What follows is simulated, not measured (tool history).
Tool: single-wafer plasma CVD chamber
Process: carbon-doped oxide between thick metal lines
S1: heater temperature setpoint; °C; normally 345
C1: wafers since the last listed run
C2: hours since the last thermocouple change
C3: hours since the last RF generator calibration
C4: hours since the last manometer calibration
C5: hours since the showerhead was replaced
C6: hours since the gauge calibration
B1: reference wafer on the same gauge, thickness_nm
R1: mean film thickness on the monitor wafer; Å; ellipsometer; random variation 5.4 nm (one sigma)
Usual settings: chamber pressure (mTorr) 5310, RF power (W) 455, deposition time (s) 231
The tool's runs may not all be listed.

run 1 day=0.000 | S1=345 chamber_pressure_(mTorr)=5310 RF_power_(W)=455 deposition_time_(s)=231 | C1=0 C2=58.7 C3=1782.7 C4=2378.2 C5=3551.5 C6=900.6 | B1=1132.478 | R1=11680.12
run 2 day=1.038 | S1=345 chamber_pressure_(mTorr)=5310 RF_power_(W)=455 deposition_time_(s)=231 | C1=257 C2=83.6 C3=1807.6 C4=2403.1 C5=3576.4 C6=925.5 | B1=1133.119 | R1=11609.26
run 3 day=3.679 | S1=345 chamber_pressure_(mTorr)=5310 RF_power_(W)=455 deposition_time_(s)=214 | C1=654 C2=147.0 C3=1871.0 C4=2466.5 C5=3639.8 C6=988.9 | B1=1133.640 | R1=10716.70
run 4 day=4.996 | S1=336 chamber_pressure_(mTorr)=6390 RF_power_(W)=455 deposition_time_(s)=189 | C1=326 C2=178.6 C3=1902.6 C4=2498.1 C5=3671.4 C6=1020.5 | B1=1135.215 | R1=10076.23
-- day=5.629 capacitance manometer re-zeroed and calibrated
run 5 day=6.579 | S1=330 chamber_pressure_(mTorr)=5310 RF_power_(W)=515 deposition_time_(s)=231 | C1=309 C2=216.6 C3=1940.6 C4=22.8 C5=3709.4 C6=1058.5 | B1=1134.320 | R1=13429.81
run 6 day=8.421 | S1=345 chamber_pressure_(mTorr)=5310 RF_power_(W)=510 deposition_time_(s)=231 | C1=456 C2=260.8 C3=1984.8 C4=67.0 C5=3753.6 C6=1102.7 | B1=1134.933 | R1=12706.01
run 7 day=11.338 | S1=345 chamber_pressure_(mTorr)=5310 RF_power_(W)=455 deposition_time_(s)=231 | C1=722 C2=330.8 C3=2054.8 C4=137.0 C5=3823.6 C6=1172.7 | B1=1136.033 | R1=11596.73
run 8 day=13.238 | S1=345 chamber_pressure_(mTorr)=4800 RF_power_(W)=455 deposition_time_(s)=231 | C1=470 C2=376.4 C3=2100.4 C4=182.6 C5=3869.2 C6=1218.3 | B1=1136.318 | R1=11284.22
run 9 day=14.792 | S1=336 chamber_pressure_(mTorr)=6390 RF_power_(W)=455 deposition_time_(s)=189 | C1=385 C2=413.7 C3=2137.7 C4=219.9 C5=3906.5 C6=1255.6 | B1=1135.515 | R1=10041.17
run 10 day=16.279 | S1=345 chamber_pressure_(mTorr)=4460 RF_power_(W)=455 deposition_time_(s)=231 | C1=368 C2=449.4 C3=2173.4 C4=255.6 C5=3942.2 C6=1291.3 | B1=1137.701 | R1=11303.84
run 11 day=17.871 | S1=345 chamber_pressure_(mTorr)=5310 RF_power_(W)=455 deposition_time_(s)=186 | C1=394 C2=487.6 C3=2211.6 C4=293.8 C5=3980.4 C6=1329.5 | B1=1136.628 | R1=9256.46
run 12 day=19.000 | S1=334 chamber_pressure_(mTorr)=5310 RF_power_(W)=455 deposition_time_(s)=274 | C1=279 C2=514.7 C3=2238.7 C4=320.9 C5=4007.5 C6=1356.6 | B1=1136.071 | R1=14364.45
-- day=19.342 RF generator calibrated
-- day=21.108 showerhead replaced
run 13 day=21.129 | S1=341 chamber_pressure_(mTorr)=5310 RF_power_(W)=455 deposition_time_(s)=231 | C1=362 C2=565.8 C3=42.9 C4=372.0 C5=0.5 C6=1407.7 | B1=1137.245 | R1=11840.17
run 14 day=23.442 | S1=352 chamber_pressure_(mTorr)=5310 RF_power_(W)=455 deposition_time_(s)=231 | C1=573 C2=621.3 C3=98.4 C4=427.5 C5=56.0 C6=1463.2 | B1=1137.189 | R1=11410.32
run 15 day=31.871 | S1=331 chamber_pressure_(mTorr)=4070 RF_power_(W)=455 deposition_time_(s)=271 | C1=2089 C2=823.6 C3=300.7 C4=629.8 C5=258.3 C6=1665.5 | B1=1140.035 | R1=13703.08
-- day=33.808 gauge calibrated
run 16 day=34.700 | S1=345 chamber_pressure_(mTorr)=4440 RF_power_(W)=455 deposition_time_(s)=231 | C1=701 C2=891.5 C3=368.6 C4=697.7 C5=326.2 C6=21.4 | B1=1098.594 | R1=10841.76
run 17 day=35.729 | S1=345 chamber_pressure_(mTorr)=5310 RF_power_(W)=455 deposition_time_(s)=268 | C1=255 C2=916.2 C3=393.3 C4=722.4 C5=350.9 C6=46.1 | B1=1100.728 | R1=13055.44
run 18 day=38.067 | S1=332 chamber_pressure_(mTorr)=5870 RF_power_(W)=455 deposition_time_(s)=231 | C1=579 C2=972.3 C3=449.4 C4=778.5 C5=407.0 C6=102.2 | B1=1103.651 | R1=11897.03
run 19 day=39.596 | S1=336 chamber_pressure_(mTorr)=4380 RF_power_(W)=380 deposition_time_(s)=231 | C1=379 C2=1009.0 C3=486.1 C4=815.2 C5=443.7 C6=138.9 | B1=1105.777 | R1=9347.81
run 20 day=41.929 | S1=345 chamber_pressure_(mTorr)=5310 RF_power_(W)=510 deposition_time_(s)=231 | C1=578 C2=1065.0 C3=542.1 C4=871.2 C5=499.7 C6=194.9 | B1=1110.440 | R1=12364.75
run 21 day=44.658 | S1=345 chamber_pressure_(mTorr)=5310 RF_power_(W)=455 deposition_time_(s)=268 | C1=676 C2=1130.5 C3=607.6 C4=936.7 C5=565.2 C6=260.4 | B1=1112.205 | R1=13111.70
run 22 day=47.567 | S1=345 chamber_pressure_(mTorr)=5820 RF_power_(W)=455 deposition_time_(s)=231 | C1=720 C2=1200.3 C3=677.4 C4=1006.5 C5=635.0 C6=330.2 | B1=1115.238 | R1=11515.64
run 23 day=50.004 | S1=337 chamber_pressure_(mTorr)=6100 RF_power_(W)=545 deposition_time_(s)=231 | C1=604 C2=1258.8 C3=735.9 C4=1065.0 C5=693.5 C6=388.7 | B1=1115.997 | R1=13789.23
run 24 day=51.862 | S1=345 chamber_pressure_(mTorr)=5990 RF_power_(W)=515 deposition_time_(s)=231 | C1=460 C2=1303.4 C3=780.5 C4=1109.6 C5=738.1 C6=433.3 | B1=1118.543 | R1=12818.00
run 25 day=53.871 | S1=359 chamber_pressure_(mTorr)=5310 RF_power_(W)=520 deposition_time_(s)=231 | C1=497 C2=1351.6 C3=828.7 C4=1157.8 C5=786.3 C6=481.5 | B1=1118.310 | R1=12236.17
run 26 day=56.254 | S1=330 chamber_pressure_(mTorr)=5310 RF_power_(W)=515 deposition_time_(s)=231 | C1=590 C2=1408.8 C3=885.9 C4=1215.0 C5=843.5 C6=538.7 | B1=1120.126 | R1=13185.82
run 27 day=58.154 | S1=345 chamber_pressure_(mTorr)=6170 RF_power_(W)=455 deposition_time_(s)=231 | C1=470 C2=1454.4 C3=931.5 C4=1260.6 C5=889.1 C6=584.3 | B1=1121.383 | R1=11605.54

Here are 5 independent what-if runs from the current tool condition. What would each one return?
run A day=58.175 | S1=345 chamber_pressure_(mTorr)=5310 RF_power_(W)=455 deposition_time_(s)=231 | C1=5 C2=1454.9 C3=932.0 C4=1261.1 C5=889.6 C6=584.8 | B1=? | R1=?
run B day=58.175 | S1=352 chamber_pressure_(mTorr)=5310 RF_power_(W)=455 deposition_time_(s)=191 | C1=5 C2=1454.9 C3=932.0 C4=1261.1 C5=889.6 C6=584.8 | B1=? | R1=?
run C day=58.175 | S1=345 chamber_pressure_(mTorr)=5770 RF_power_(W)=520 deposition_time_(s)=231 | C1=5 C2=1454.9 C3=932.0 C4=1261.1 C5=889.6 C6=584.8 | B1=? | R1=?
run D day=58.175 | S1=355 chamber_pressure_(mTorr)=6060 RF_power_(W)=455 deposition_time_(s)=231 | C1=5 C2=1454.9 C3=932.0 C4=1261.1 C5=889.6 C6=584.8 | B1=? | R1=?
run E day=58.175 | S1=339 chamber_pressure_(mTorr)=5310 RF_power_(W)=455 deposition_time_(s)=271 | C1=5 C2=1454.9 C3=932.0 C4=1261.1 C5=889.6 C6=584.8 | B1=? | R1=?

run=A B1=1120.655 R1=11460.10
run=B B1=1120.655 R1=9285.93
run=C B1=1120.655 R1=12902.67
run=D B1=1120.655 R1=11328.14
run=E B1=1120.655 R1=13698.10
The same runs, with their run-to-run variation unchanged, on a tool lacking any hidden condition would have given:
run=A R1=11243.83
run=B R1=9110.69
run=C R1=12659.18
run=D R1=11114.36
run=E R1=13439.59
